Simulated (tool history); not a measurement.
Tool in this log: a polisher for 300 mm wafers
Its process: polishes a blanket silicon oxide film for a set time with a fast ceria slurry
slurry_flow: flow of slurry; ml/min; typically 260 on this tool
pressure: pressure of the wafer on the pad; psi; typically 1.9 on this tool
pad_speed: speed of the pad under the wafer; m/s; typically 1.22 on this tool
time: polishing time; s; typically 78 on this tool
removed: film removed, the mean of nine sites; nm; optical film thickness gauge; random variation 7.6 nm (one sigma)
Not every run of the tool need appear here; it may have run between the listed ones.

run,hour,slurry_flow,pressure,pad_speed,time,"incoming thickness of the incoming film, nm",removed
1,0.0,225,1.9,1.22,57,3315.9,601.0
2,27.4,225,1.9,1.22,57,3375.2,613.4
3,51.8,260,1.9,0.92,78,3323.8,628.5
# hour 103.0: head pressure recalibrated
4,103.5,260,1.9,0.92,78,3319.1,641.6
5,132.7,260,1.9,0.92,78,3344.3,635.9
# hour 138.4: worn pad replaced by a new one
6,166.3,260,1.9,1.00,78,3404.8,703.4
7,235.8,260,1.9,1.22,78,3395.6,836.0
8,280.6,260,1.4,1.22,78,3369.3,639.6
9,329.0,260,1.4,1.22,78,3400.8,637.5
10,395.8,260,1.4,1.22,78,3284.8,632.9
11,430.1,260,1.9,1.22,78,3358.3,854.6
# hour 449.2: slurry nozzle cleaned
12,490.4,260,1.9,1.22,87,3293.6,961.7
# hour 511.5: head pressure recalibrated
# hour 527.9: worn pad replaced by a new one
13,552.9,260,1.9,1.22,87,3320.3,943.0
14,609.3,260,1.9,1.46,78,3325.3,1011.9
15,649.0,260,1.9,1.46,78,3346.4,1014.7
16,715.6,260,1.9,1.46,78,3333.8,1022.7
17,778.8,260,2.2,1.04,78,3293.2,825.5
18,806.5,260,1.9,1.58,78,3363.1,1080.8
19,873.5,260,1.2,1.22,78,3347.3,559.6
20,913.5,260,1.9,1.22,78,3375.5,846.0
# hour 924.8: worn pad replaced by a new one
21,945.8,260,1.9,1.22,78,3328.0,840.1
22,988.0,260,1.9,1.22,92,3314.5,1001.3
# hour 1004.8: head pressure recalibrated
# hour 1099.9: slurry nozzle cleaned
23,1146.5,260,1.9,1.22,78,3287.2,852.7
24,1188.6,320,1.5,1.22,78,3380.4,687.4
25,1237.8,260,1.3,0.84,87,3318.3,451.9
26,1293.5,325,1.9,1.22,78,3317.9,864.6
# hour 1318.7: worn pad replaced by a new one
27,1337.2,260,1.9,1.22,86,3312.3,939.8
28,1408.3,325,2.4,0.96,68,3323.6,743.6
29,1441.8,300,1.9,1.22,62,3345.2,679.6
# hour 1472.0: head pressure recalibrated
30,1532.1,260,1.9,1.22,98,3330.0,1064.3
31,1594.1,260,1.9,1.22,78,3403.4,851.6
32,1637.1,190,2.2,1.38,61,3304.8,816.8
# hour 1673.1: worn pad replaced by a new one
33,1679.3,260,1.9,1.22,101,3374.8,1091.0
34,1746.2,260,1.9,0.82,70,3356.9,512.5
35,1817.6,305,1.9,1.10,78,3368.5,775.8
# hour 1827.1: slurry nozzle cleaned
36,1885.3,260,2.4,1.22,65,3295.0,892.6

For each run, what was the tool's unlogged condition?
removal rate lost through wear of the pad, %: 0 across all the runs
slurry flow missing at the pad, %: 0 across all the runs
deviation of the head's pressure from its setpoint, %: 0 across all the runs
